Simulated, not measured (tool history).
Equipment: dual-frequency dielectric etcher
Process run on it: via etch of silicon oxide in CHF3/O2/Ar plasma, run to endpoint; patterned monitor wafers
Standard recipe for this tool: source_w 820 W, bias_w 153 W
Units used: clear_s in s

run,hour,source_w,bias_w,"incoming incoming film thickness, nm",clear_s
1,0,820,153,584.7,319
2,27.4,820,153,591.7,323.2
3,52.4,820,133,588,336.4
4,67.4,820,133,589.8,338.2
5,90.7,820,153,589.2,321.8
6,124.4,820,153,593.3,322.9
7,152,820,153,589.9,321.5
8,175.3,820,153,589.3,323.9
9,229,820,153,597.2,325.6
# hour 260.3: wet clean of the chamber
10,260.8,940,153,591.9,303.5
# hour 277.4: source power generator calibrated
11,281.1,940,153,591.8,304.3
12,311.6,820,153,598.8,326.9
13,339.1,820,153,599.7,326.2
14,357.8,700,138,594.9,370.3
15,389.5,820,153,593.8,326.5
16,421.1,710,153,594.2,347.7
# hour 430.1: bias power generator calibrated
# hour 461.8: upper electrode replaced
17,462.3,660,178,592.5,339.4

Run 18, settings as shown, results not yet in. Your forecast:
18,462.7,960,153,592.3,?

For run 18 the tool returned clear_s 298 s.
If the tool had no hidden condition, the same run with the same run-to-run variation would have returned clear_s 298 s.
